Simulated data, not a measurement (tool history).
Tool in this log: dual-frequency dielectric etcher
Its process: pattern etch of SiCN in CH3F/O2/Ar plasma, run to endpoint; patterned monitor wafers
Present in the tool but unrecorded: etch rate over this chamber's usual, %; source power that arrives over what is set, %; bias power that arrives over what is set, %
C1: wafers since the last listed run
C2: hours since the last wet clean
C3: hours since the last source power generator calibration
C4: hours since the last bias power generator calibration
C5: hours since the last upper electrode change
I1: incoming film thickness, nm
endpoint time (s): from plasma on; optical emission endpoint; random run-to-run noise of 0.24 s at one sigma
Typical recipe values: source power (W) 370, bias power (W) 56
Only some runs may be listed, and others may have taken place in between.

Run 1, day 0: usual settings; C1 0; C2 471.1; C3 3836.9; C4 3468.7; C5 1101.6; I1 11.91. Result: endpoint time (s) 33.1.
At day 2.133: wet clean of the chamber.
Run 2, day 2.154: usual settings; C1 425; C2 0.5; C3 3888.6; C4 3520.4; C5 1153.3; I1 11.85. Result: endpoint time (s) 34.5.
Run 3, day 3.412: usual settings; C1 463; C2 30.7; C3 3918.8; C4 3550.6; C5 1183.5; I1 11.86. Result: endpoint time (s) 34.3.
Run 4, day 4.721: usual settings; C1 482; C2 62.1; C3 3950.2; C4 3582; C5 1214.9; I1 11.96. Result: endpoint time (s) 34.6.
Run 5, day 6.088: usual settings but bias power (W) 62; C1 503; C2 94.9; C3 3983; C4 3614.8; C5 1247.7; I1 11.69. Result: endpoint time (s) 32.5.
Run 6, day 8.571: usual settings but bias power (W) 62; C1 915; C2 154.5; C3 4042.6; C4 3674.4; C5 1307.3; I1 11.83. Result: endpoint time (s) 32.2.
Run 7, day 11.217: usual settings but bias power (W) 62; C1 975; C2 218; C3 4106.1; C4 3737.9; C5 1370.8; I1 11.97. Result: endpoint time (s) 32.6.
Run 8, day 13.283: usual settings; C1 761; C2 267.6; C3 4155.7; C4 3787.5; C5 1420.4; I1 11.96. Result: endpoint time (s) 33.6.
Run 9, day 15.638: usual settings; C1 867; C2 324.1; C3 4212.2; C4 3844; C5 1476.9; I1 12.02. Result: endpoint time (s) 33.5.
Run 10, day 17.075: usual settings but source power (W) 310; C1 529; C2 358.6; C3 4246.7; C4 3878.5; C5 1511.4; I1 11.92. Result: endpoint time (s) 35.7.
Run 11, day 19.196: usual settings but source power (W) 310; C1 781; C2 409.5; C3 4297.6; C4 3929.4; C5 1562.3; I1 11.91. Result: endpoint time (s) 35.4.
Run 12, day 20.362: usual settings but source power (W) 310; C1 429; C2 437.5; C3 4325.6; C4 3957.4; C5 1590.3; I1 11.94. Result: endpoint time (s) 35.9.
Run 13, day 21.821: usual settings; C1 537; C2 472.5; C3 4360.6; C4 3992.4; C5 1625.3; I1 11.94. Result: endpoint time (s) 33.
Run 14, day 23.112: usual settings but source power (W) 350, bias power (W) 52; C1 476; C2 503.5; C3 4391.6; C4 4023.4; C5 1656.3; I1 11.86. Result: endpoint time (s) 33.9.
At day 24.4: wet clean of the chamber.
Run 15, day 24.85: usual settings but source power (W) 350, bias power (W) 52; C1 271; C2 10.8; C3 4433.3; C4 4065.1; C5 1698; I1 11.81. Result: endpoint time (s) 36.
Run 16, day 25.967: usual settings but source power (W) 350, bias power (W) 52; C1 411; C2 37.6; C3 4460.1; C4 4091.9; C5 1724.8; I1 11.92. Result: endpoint time (s) 36.2.
Run 17, day 27.688: usual settings but source power (W) 290, bias power (W) 45; C1 634; C2 78.9; C3 4501.4; C4 4133.2; C5 1766.1; I1 11.97. Result: endpoint time (s) 41.
Run 18, day 28.712: usual settings but bias power (W) 64; C1 377; C2 103.5; C3 4526; C4 4157.8; C5 1790.7; I1 11.88. Result: endpoint time (s) 32.1.
Run 19, day 30.125: usual settings but source power (W) 350, bias power (W) 52; C1 520; C2 137.4; C3 4559.9; C4 4191.7; C5 1824.6; I1 11.94. Result: endpoint time (s) 35.5.
Run 20, day 31.692: usual settings but source power (W) 330, bias power (W) 61; C1 577; C2 175; C3 4597.5; C4 4229.3; C5 1862.2; I1 11.87. Result: endpoint time (s) 34.4.
Run 21, day 33.808: usual settings but bias power (W) 62; C1 780; C2 225.8; C3 4648.3; C4 4280.1; C5 1913; I1 11.81. Result: endpoint time (s) 31.9.
Run 22, day 35.762: usual settings but source power (W) 320, bias power (W) 62; C1 720; C2 272.7; C3 4695.2; C4 4327; C5 1959.9; I1 11.88. Result: endpoint time (s) 34.8.
Run 23, day 37.9: usual settings but source power (W) 420, bias power (W) 43; C1 787; C2 324; C3 4746.5; C4 4378.3; C5 2011.2; I1 11.87. Result: endpoint time (s) 33.5.
At day 39.421: source power generator calibrated.
At day 40.567: bias power generator calibrated.
Run 24, day 40.896: usual settings; C1 981; C2 395.9; C3 35.4; C4 7.9; C5 2083.1; I1 12. Result: endpoint time (s) 33.4.
At day 42.712: wet clean of the chamber.
At day 43.417: upper electrode replaced.
Run 25, day 43.438: usual settings but source power (W) 440; C1 308; C2 17.4; C3 96.4; C4 68.9; C5 0.5; I1 11.8. Result: endpoint time (s) 31.5.
Run 26, day 45.296: usual settings but source power (W) 430, bias power (W) 46; C1 684; C2 62; C3 141; C4 113.5; C5 45.1; I1 11.86. Result: endpoint time (s) 33.3.
Run 27, day 47.958: usual settings but source power (W) 440, bias power (W) 62; C1 981; C2 125.9; C3 204.9; C4 177.4; C5 109; I1 11.97. Result: endpoint time (s) 30.4.
Run 28, day 49: usual settings but source power (W) 310, bias power (W) 52; C1 383; C2 150.9; C3 229.9; C4 202.4; C5 134; I1 11.88. Result: endpoint time (s) 37.
Run 29, day 51.075: usual settings but source power (W) 450; C1 764; C2 200.7; C3 279.7; C4 252.2; C5 183.8; I1 11.93. Result: endpoint time (s) 30.1.
Run 30, day 52.925: usual settings; C1 681; C2 245.1; C3 324.1; C4 296.6; C5 228.2; I1 11.82. Result: endpoint time (s) 33.1.
Run 31, day 55.525: usual settings but source power (W) 420, bias power (W) 66; C1 958; C2 307.5; C3 386.5; C4 359; C5 290.6; I1 11.86. Result: endpoint time (s) 29.2.
Run 32, day 58.05: usual settings but source power (W) 330, bias power (W) 68; C1 930; C2 368.1; C3 447.1; C4 419.6; C5 351.2; I1 11.77. Result: endpoint time (s) 32.2.
At day 60.633: wet clean of the chamber.
Run 33, day 60.654: usual settings; C1 591; C2 0.5; C3 509.6; C4 482.1; C5 413.7; I1 11.9. Result: endpoint time (s) 35.1.

Forecast each of these 4 alternatives for the next run:
Run A, day 60.671: usual settings; C1 6; C2 0.9; C3 510; C4 482.5; C5 414.1; I1 11.88. Result: endpoint time (s) ?.
Run B, day 60.671: usual settings but source power (W) 300, bias power (W) 63; C1 6; C2 0.9; C3 510; C4 482.5; C5 414.1; I1 11.88. Result: endpoint time (s) ?.
Run C, day 60.671: usual settings but source power (W) 310, bias power (W) 66; C1 6; C2 0.9; C3 510; C4 482.5; C5 414.1; I1 11.88. Result: endpoint time (s) ?.
Run D, day 60.671: usual settings but source power (W) 450, bias power (W) 62; C1 6; C2 0.9; C3 510; C4 482.5; C5 414.1; I1 11.88. Result: endpoint time (s) ?.

run  endpoint time (s)
  A               34.5
  B               36.8
  C               35.6
  D               30.5
Stripped of hidden state, with their random variation kept, the same runs would have yielded:
run  endpoint time (s)
  A               34.1
  B               36.3
  C               35.2
  D               30.1
